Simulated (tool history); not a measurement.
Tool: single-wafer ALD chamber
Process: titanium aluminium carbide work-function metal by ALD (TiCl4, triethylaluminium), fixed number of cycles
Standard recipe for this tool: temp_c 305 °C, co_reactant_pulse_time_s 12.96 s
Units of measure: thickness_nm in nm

run	hour	temp_c	co_reactant_pulse_time_s	read-back reference wafer on the same gauge, thickness_nm	thickness_nm
1	0.0	305	12.96	2.261	2.177
2	8.2	305	12.96	2.261	2.177
3	26.1	305	15.50	2.260	2.192
4	34.3	305	15.50	2.259	2.188
5	49.7	305	15.50	2.260	2.192
6	65.2	305	12.96	2.260	2.185
7	112.5	305	12.96	2.262	2.171
# hour 120.7: showerhead replaced
8	122.7	305	12.96	2.262	2.175
# hour 137.1: thermocouple changed; heater temperature recalibrated
9	137.6	305	12.96	2.259	2.186
10	144.9	305	12.96	2.262	2.173
11	159.3	305	12.96	2.260	2.184
12	173.4	297	12.96	2.259	2.113
13	190.6	295	16.71	2.260	2.113
14	198.2	291	12.96	2.260	2.061
# hour 199.9: gauge calibrated
15	210.3	305	15.50	2.258	2.192
16	217.8	305	12.96	2.259	2.180
# hour 236.7: triethylaluminium bottle replaced
17	237.2	305	15.98	2.260	2.197
18	241.9	312	11.24	2.259	2.217
19	280.7	301	14.62	2.261	2.165
20	290.4	305	12.96	2.259	2.182
21	308.3	305	12.96	2.260	2.186
22	320.9	309	8.51	2.258	2.138

4 ways to go on from here, each from the tool as it stands after run 22. What would each give?
A	321.3	305	12.96	?	?
B	321.3	290	10.56	?	?
C	321.3	310	15.81	?	?
D	321.3	305	9.50	?	?

run	read-back reference wafer on the same gauge, thickness_nm	thickness_nm
A	2.260	2.178
B	2.260	2.028
C	2.260	2.235
D	2.260	2.126
With no hidden state in the tool, these same runs would have given:
run	thickness_nm
A	2.178
B	2.028
C	2.235
D	2.126
